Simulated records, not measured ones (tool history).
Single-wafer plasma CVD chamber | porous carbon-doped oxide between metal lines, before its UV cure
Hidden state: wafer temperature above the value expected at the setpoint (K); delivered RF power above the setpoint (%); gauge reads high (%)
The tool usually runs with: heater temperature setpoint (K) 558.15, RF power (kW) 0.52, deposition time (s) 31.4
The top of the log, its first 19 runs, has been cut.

run	hour	heater temperature setpoint (K)	RF power (kW)	deposition time (s)	wafers since the last listed run	hours since the last thermocouple change	hours since the last RF generator calibration	hours since the showerhead was replaced	hours since the gauge calibration	read-back reference wafer on the same gauge, thickness_nm	mean film thickness on the monitor wafer (Å)
20	254.7	558.15	0.52	31.4	605	864.6	146.6	139.6	74.8	190.776	1805.58
21	270.3	558.15	0.44	31.4	454	880.2	162.2	155.2	90.4	191.129	1500.49
22	283.8	558.15	0.52	31.4	393	893.7	175.7	168.7	103.9	191.054	1797
23	301.7	558.15	0.49	31.4	521	911.6	193.6	186.6	121.8	191.003	1690.58
# hour 317.2: thermocouple changed; heater temperature recalibrated
24	317.7	558.15	0.52	31.4	232	0.5	209.6	202.6	137.8	190.958	1723.02
25	329.5	572.15	0.52	34	343	12.3	221.4	214.4	149.6	191.121	1692.42
26	381.5	558.15	0.59	28.3	1514	64.3	273.4	266.4	201.6	191.022	1762.35
27	398.6	558.15	0.52	31.4	497	81.4	290.5	283.5	218.7	190.98	1738.94
28	409.4	546.15	0.475	37	314	92.2	301.3	294.3	229.5	190.919	2021.67
29	420.6	558.15	0.52	31.4	326	103.4	312.5	305.5	240.7	190.991	1740.89
30	427.6	558.15	0.52	31.4	203	110.4	319.5	312.5	247.7	191.28	1735
31	445	558.15	0.52	31.4	506	127.8	336.9	329.9	265.1	191.145	1739.09
32	451.9	543.15	0.52	31.4	200	134.7	343.8	336.8	272	190.999	1946.12
33	468.1	551.15	0.42	35.4	471	150.9	360	353	288.2	190.98	1599.93

5 options for the next run, each taken on its own from the tool as it stands now. Forecast them:
A	468.5	558.15	0.52	31.4	11	151.3	360.4	353.4	288.6	?	?
B	468.5	546.15	0.555	36.2	11	151.3	360.4	353.4	288.6	?	?
C	468.5	553.15	0.52	31.4	11	151.3	360.4	353.4	288.6	?	?
D	468.5	544.15	0.585	28.2	11	151.3	360.4	353.4	288.6	?	?
E	468.5	569.15	0.52	28.5	11	151.3	360.4	353.4	288.6	?	?

run	read-back reference wafer on the same gauge, thickness_nm	mean film thickness on the monitor wafer (Å)
A	190.801	1741.6
B	190.801	2326.34
C	190.801	1806.21
D	190.801	1945.08
E	190.801	1468.49
Had the tool no hidden state, the same runs would have come out as:
run	mean film thickness on the monitor wafer (Å)
A	1758.44
B	2344.35
C	1822.54
D	1959.45
E	1484.81
